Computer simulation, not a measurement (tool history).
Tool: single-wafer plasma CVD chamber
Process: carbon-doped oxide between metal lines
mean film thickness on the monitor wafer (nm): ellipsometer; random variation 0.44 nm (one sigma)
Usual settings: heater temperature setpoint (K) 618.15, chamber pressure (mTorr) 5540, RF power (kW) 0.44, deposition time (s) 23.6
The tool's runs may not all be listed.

run    hour  heater temperature setpoint (K)  chamber pressure (mTorr)  RF power (kW)  deposition time (s)  read-back reference wafer on the same gauge, thickness_nm  mean film thickness on the monitor wafer (nm)
  1       0                           622.15                      5540           0.44                 23.6                                                    123.981                                        103.368
  2    98.4                           622.15                      5540           0.44                 23.6                                                    123.986                                        102.601
  3   228.2                           618.15                      5540           0.44                 23.6                                                    123.997                                        103.684
  4   511.2                           618.15                      5540           0.44                 23.6                                                    124.062                                        104.017
  5   587.2                           618.15                      5540           0.44                 23.6                                                    123.837                                        104.263
  6   624.2                           618.15                      5540            0.4                 23.6                                                    124.116                                         93.795
  7   660.7                           618.15                      5540            0.4                 23.6                                                    123.995                                         94.056
  8   736.5                           618.15                      5540            0.4                 23.6                                                    124.065                                         94.316
      745.8  -- gauge calibrated
  9   833.9                           618.15                      5540           0.44                 21.7                                                    123.966                                         95.261
 10   898.9                           618.15                      5540           0.44                 21.7                                                    124.133                                         95.555
        917  -- RF generator calibrated
 11   946.4                           618.15                      5540           0.44                 23.6                                                    123.918                                        109.507
        968  -- capacitance manometer re-zeroed and calibrated
 12  1070.3                           618.15                      5540           0.44                 23.6                                                    123.945                                        107.557
 13  1122.8                           607.15                      6420           0.49                 25.9                                                    124.083                                         135.99
 14    1225                           618.15                      5540           0.44                 23.6                                                    123.966                                        106.086
 15  1292.8                           603.15                      5540           0.48                 23.6                                                    123.907                                        120.341
     1312.3  -- thermocouple changed; heater temperature recalibrated
 16  1394.3                           607.15                      5540           0.44                 23.6                                                    124.016                                        109.189
     1442.5  -- showerhead replaced
 17  1473.8                           618.15                      6380           0.44                 23.6                                                    124.033                                        107.325
 18  1540.3                           609.15                      5540           0.44                 23.6                                                    124.031                                        108.275
 19  1586.7                           618.15                      5540          0.385                 23.6                                                    123.987                                         90.673
 20  1678.9                           622.15                      5540           0.44                 23.6                                                    123.922                                        104.332
 21  1773.2                           618.15                      5540           0.44                 21.7                                                    124.131                                         96.132
 22  1834.9                           606.15                      5540          0.405                 19.9                                                    124.037                                         83.782
 23  1879.1                           631.15                      5540           0.44                 27.2                                                    124.051                                        116.615
 24  1941.9                           618.15                      5540           0.44                 21.7                                                    123.954                                         96.341
 25  1979.4                           626.15                      5080           0.52                 25.6                                                    124.131                                         126.89
 26  2034.7                           618.15                      6160           0.51                 23.6                                                     124.01                                        120.476
 27  2080.7                           618.15                      5540           0.44                 23.6                                                    123.876                                        103.905
 28  2148.5                           618.15                      6690           0.44                 23.6                                                    124.063                                        106.409

4 ways to go on from here, each from the tool as it stands after run 28. What would each give?
  A  2148.9                           618.15                      5540           0.44                 23.6                                                          ?                                              ?
  B  2148.9                           618.15                      5540           0.44                   22                                                          ?                                              ?
  C  2148.9                           630.15                      6290           0.51                 27.6                                                          ?                                              ?
  D  2148.9                           618.15                      5540           0.44                 19.5                                                          ?                                              ?

run  read-back reference wafer on the same gauge, thickness_nm  mean film thickness on the monitor wafer (nm)
  A                                                    124.041                                        103.384
  B                                                    124.041                                         96.487
  C                                                    124.041                                        135.728
  D                                                    124.041                                         85.696
Without the tool's hidden state the same runs would have given:
run  mean film thickness on the monitor wafer (nm)
  A                                        108.738
  B                                        101.483
  C                                        141.677
  D                                         90.133

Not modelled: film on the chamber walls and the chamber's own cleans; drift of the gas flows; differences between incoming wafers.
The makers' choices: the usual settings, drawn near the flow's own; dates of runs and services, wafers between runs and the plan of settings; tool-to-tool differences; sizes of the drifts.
